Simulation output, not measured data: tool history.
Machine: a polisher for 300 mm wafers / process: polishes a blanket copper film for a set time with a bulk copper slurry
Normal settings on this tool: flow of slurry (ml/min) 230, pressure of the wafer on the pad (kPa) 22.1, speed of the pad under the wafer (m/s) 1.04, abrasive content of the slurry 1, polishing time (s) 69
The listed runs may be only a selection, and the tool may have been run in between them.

| run | hour | flow of slurry (ml/min) | pressure of the wafer on the pad (kPa) | speed of the pad under the wafer (m/s) | abrasive content of the slurry | polishing time (s) | wafers since the last listed run | wafers polished on this pad | hours since the slurry nozzle was cleaned | hours since the head pressure was calibrated | hours since the slurry blender was calibrated | incoming thickness of the incoming film, nm | film removed (angstrom) |
|---|---|---|---|---|---|---|---|---|---|---|---|---|---|
| 1 | 0 | 230 | 22.1 | 1.04 | 1 | 69 | 0 | 1937 | 279.2 | 227.1 | 202.8 | 4751.2 | 7013 |
| 2 | 58.4 | 230 | 22.1 | 1.04 | 1 | 69 | 527 | 2464 | 337.6 | 285.5 | 261.2 | 4846.2 | 7113 |
|  | 92.3 | slurry nozzle cleaned |
| 3 | 92.9 | 230 | 22.1 | 1.04 | 1 | 87 | 302 | 2767 | 0.6 | 320 | 295.7 | 4743.2 | 8748 |
|  | 119.1 | worn pad replaced by a new one |
|  | 145.3 | slurry blender recalibrated |
| 4 | 152.5 | 230 | 22.1 | 1.04 | 1 | 87 | 483 | 283 | 60.2 | 379.6 | 7.2 | 4748.6 | 8945 |
| 5 | 290 | 230 | 22.1 | 1.04 | 1 | 87 | 1241 | 1524 | 197.7 | 517.1 | 144.7 | 4775.1 | 8997 |
| 6 | 360.3 | 230 | 22.1 | 1.04 | 1 | 69 | 634 | 2159 | 268 | 587.4 | 215 | 4785.8 | 6899 |
|  | 424 | slurry nozzle cleaned |
| 7 | 430.9 | 230 | 22.1 | 1.04 | 1 | 69 | 628 | 2787 | 6.9 | 658 | 285.6 | 4847.7 | 6959 |
| 8 | 472.5 | 230 | 22.1 | 1.04 | 1 | 69 | 375 | 3163 | 48.5 | 699.6 | 327.2 | 4824.1 | 6862 |
|  | 480 | worn pad replaced by a new one |
|  | 488.8 | slurry blender recalibrated |
| 9 | 524.4 | 230 | 17.9 | 1.04 | 1 | 69 | 414 | 382 | 100.4 | 751.5 | 35.6 | 4778.6 | 5892 |
| 10 | 592.3 | 230 | 22.1 | 1.04 | 1 | 69 | 613 | 995 | 168.3 | 819.4 | 103.5 | 4764.4 | 7035 |
| 11 | 649.2 | 260 | 22.1 | 1.04 | 0.9 | 69 | 513 | 1509 | 225.2 | 876.3 | 160.4 | 4803.7 | 7086 |
| 12 | 714 | 260 | 22.1 | 1.04 | 0.9 | 69 | 585 | 2094 | 290 | 941.1 | 225.2 | 4790.1 | 7021 |
|  | 781.2 | worn pad replaced by a new one |
|  | 796.2 | slurry nozzle cleaned |
| 13 | 846.5 | 260 | 22.1 | 1.04 | 0.9 | 69 | 1151 | 580 | 50.3 | 1073.6 | 357.7 | 4720.6 | 6584 |
|  | 869.8 | slurry blender recalibrated |
|  | 871.4 | head pressure recalibrated |
| 14 | 918.2 | 230 | 22.1 | 1.04 | 1 | 69 | 614 | 1195 | 122 | 46.8 | 48.4 | 4733.4 | 7284 |
| 15 | 955.4 | 230 | 22.1 | 1.3 | 1 | 54 | 335 | 1531 | 159.2 | 84 | 85.6 | 4861.5 | 6885 |

Estimate the outcome of run 16 from the log above:
| 16 | 997.1 | 230 | 15.9 | 1.04 | 1.2 | 69 | 376 | 1908 | 200.9 | 125.7 | 127.3 | 4784.9 | ? |

Run 16 measured film removed (angstrom) 5462.
On a tool with no hidden condition, and with the same random variation, this run would have come out at film removed (angstrom) 5509.

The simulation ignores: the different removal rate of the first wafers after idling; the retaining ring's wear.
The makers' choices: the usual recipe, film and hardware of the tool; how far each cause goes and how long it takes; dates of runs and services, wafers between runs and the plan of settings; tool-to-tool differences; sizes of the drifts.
